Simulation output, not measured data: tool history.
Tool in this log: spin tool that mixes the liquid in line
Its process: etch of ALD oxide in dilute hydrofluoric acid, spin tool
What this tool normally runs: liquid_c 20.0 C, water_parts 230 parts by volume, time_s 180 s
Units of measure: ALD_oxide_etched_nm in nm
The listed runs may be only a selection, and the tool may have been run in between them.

run	day	liquid_c	water_parts	time_s	read-back film thickness of the ALD oxide reference wafer, read on the same gauge (nm)	ALD_oxide_etched_nm
1	0.000	20.0	230	180	150.04	8.34
2	1.025	20.0	230	180	149.97	8.26
3	2.229	20.0	230	180	149.93	8.33
4	3.142	20.0	230	260	149.97	11.95
5	4.408	20.0	230	260	149.98	11.78
6	5.558	20.0	230	260	150.04	11.77
# day 8.117: thermometer replaced
7	8.650	20.0	230	180	150.03	8.22
8	9.958	20.0	230	180	149.96	8.17
9	11.129	20.0	230	180	150.04	8.31
10	11.842	20.0	230	180	149.99	8.28
# day 11.850: gauge calibrated
11	12.662	20.0	230	180	150.05	8.27
12	13.417	20.0	230	180	150.00	8.18
13	14.058	20.0	230	180	150.04	8.15
14	14.792	20.0	230	180	150.00	8.30
15	15.546	24.5	265	180	149.99	8.10
16	16.800	20.0	230	180	150.01	8.13
17	17.325	18.0	315	265	150.03	7.53
18	18.738	18.0	150	120	150.04	8.38
19	19.967	20.0	230	255	150.05	11.72
20	21.433	20.0	170	180	150.04	11.65

For run 21, what comes out?
21	22.438	17.0	260	180	?	?

For run 21 the tool returned read-back film thickness of the ALD oxide reference wafer, read on the same gauge (nm) 150.00, ALD_oxide_etched_nm 6.23 nm.
Had the tool carried no hidden state, the very same run would have given ALD_oxide_etched_nm 6.60 nm.
